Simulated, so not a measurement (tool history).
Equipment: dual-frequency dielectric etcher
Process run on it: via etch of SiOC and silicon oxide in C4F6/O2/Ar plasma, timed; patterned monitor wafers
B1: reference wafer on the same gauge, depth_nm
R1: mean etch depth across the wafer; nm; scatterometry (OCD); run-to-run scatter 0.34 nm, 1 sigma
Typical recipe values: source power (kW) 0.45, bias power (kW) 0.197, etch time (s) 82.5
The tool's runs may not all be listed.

run 1 hour=0 | source_power_(kW)=0.45 bias_power_(kW)=0.197 etch_time_(s)=92 | B1=91.1 | R1=106.3
run 2 hour=99.2 | source_power_(kW)=0.45 bias_power_(kW)=0.197 etch_time_(s)=92 | B1=91.1 | R1=106.4
-- hour=201.2 wet clean of the chamber
run 3 hour=206.6 | source_power_(kW)=0.45 bias_power_(kW)=0.197 etch_time_(s)=92 | B1=91.1 | R1=106.8
run 4 hour=297.8 | source_power_(kW)=0.45 bias_power_(kW)=0.197 etch_time_(s)=82.5 | B1=91.1 | R1=95.3
-- hour=576.9 upper electrode replaced
run 5 hour=577.2 | source_power_(kW)=0.41 bias_power_(kW)=0.197 etch_time_(s)=82.5 | B1=91.1 | R1=91.9
run 6 hour=628.8 | source_power_(kW)=0.41 bias_power_(kW)=0.197 etch_time_(s)=82.5 | B1=91 | R1=92.6
run 7 hour=691.7 | source_power_(kW)=0.45 bias_power_(kW)=0.197 etch_time_(s)=82.5 | B1=91.1 | R1=95.1
run 8 hour=732.7 | source_power_(kW)=0.45 bias_power_(kW)=0.197 etch_time_(s)=82.5 | B1=91.2 | R1=95.2
-- hour=797.2 bias power generator calibrated
run 9 hour=825.2 | source_power_(kW)=0.5 bias_power_(kW)=0.18 etch_time_(s)=82.5 | B1=91.1 | R1=94.7
-- hour=893.9 wet clean of the chamber
run 10 hour=918.9 | source_power_(kW)=0.34 bias_power_(kW)=0.149 etch_time_(s)=59 | B1=91.1 | R1=55.3
run 11 hour=981.6 | source_power_(kW)=0.56 bias_power_(kW)=0.197 etch_time_(s)=82.5 | B1=91.1 | R1=102.1
run 12 hour=1079.9 | source_power_(kW)=0.45 bias_power_(kW)=0.197 etch_time_(s)=82.5 | B1=91 | R1=95
run 13 hour=1249.3 | source_power_(kW)=0.37 bias_power_(kW)=0.197 etch_time_(s)=105 | B1=91.1 | R1=113.8
run 14 hour=1296.2 | source_power_(kW)=0.45 bias_power_(kW)=0.197 etch_time_(s)=82.5 | B1=91.1 | R1=95.1
run 15 hour=1360.4 | source_power_(kW)=0.53 bias_power_(kW)=0.197 etch_time_(s)=82.5 | B1=91.1 | R1=100.5
run 16 hour=1421 | source_power_(kW)=0.53 bias_power_(kW)=0.165 etch_time_(s)=82.5 | B1=91 | R1=93
-- hour=1422.2 gauge calibrated
run 17 hour=1460 | source_power_(kW)=0.45 bias_power_(kW)=0.209 etch_time_(s)=82.5 | B1=91.1 | R1=98
-- hour=1514.4 wet clean of the chamber
run 18 hour=1530.5 | source_power_(kW)=0.35 bias_power_(kW)=0.21 etch_time_(s)=72.5 | B1=91.1 | R1=79.8
run 19 hour=1624.9 | source_power_(kW)=0.45 bias_power_(kW)=0.197 etch_time_(s)=107 | B1=91.1 | R1=123.9
-- hour=1646.2 source power generator calibrated
run 20 hour=1708 | source_power_(kW)=0.54 bias_power_(kW)=0.171 etch_time_(s)=98.5 | B1=91.1 | R1=114.4
run 21 hour=1796.2 | source_power_(kW)=0.45 bias_power_(kW)=0.197 etch_time_(s)=82.5 | B1=91.1 | R1=95.8
run 22 hour=2119.1 | source_power_(kW)=0.45 bias_power_(kW)=0.197 etch_time_(s)=82.5 | B1=91.1 | R1=95.3
-- hour=2148.4 wet clean of the chamber
run 23 hour=2178.5 | source_power_(kW)=0.45 bias_power_(kW)=0.219 etch_time_(s)=82.5 | B1=91.1 | R1=99.6
run 24 hour=2250.6 | source_power_(kW)=0.36 bias_power_(kW)=0.236 etch_time_(s)=100.5 | B1=91 | R1=117.4
run 25 hour=2331.9 | source_power_(kW)=0.45 bias_power_(kW)=0.168 etch_time_(s)=103 | B1=91.2 | R1=111.1

Predict the results of run 26:
run 26 hour=2369.8 | source_power_(kW)=0.41 bias_power_(kW)=0.197 etch_time_(s)=100 | B1=? | R1=?

Run 26 produced B1 91.1, R1 112 nm.
Were there no unlogged condition in the tool, this run, its random variation unchanged, would have produced R1 112 nm.

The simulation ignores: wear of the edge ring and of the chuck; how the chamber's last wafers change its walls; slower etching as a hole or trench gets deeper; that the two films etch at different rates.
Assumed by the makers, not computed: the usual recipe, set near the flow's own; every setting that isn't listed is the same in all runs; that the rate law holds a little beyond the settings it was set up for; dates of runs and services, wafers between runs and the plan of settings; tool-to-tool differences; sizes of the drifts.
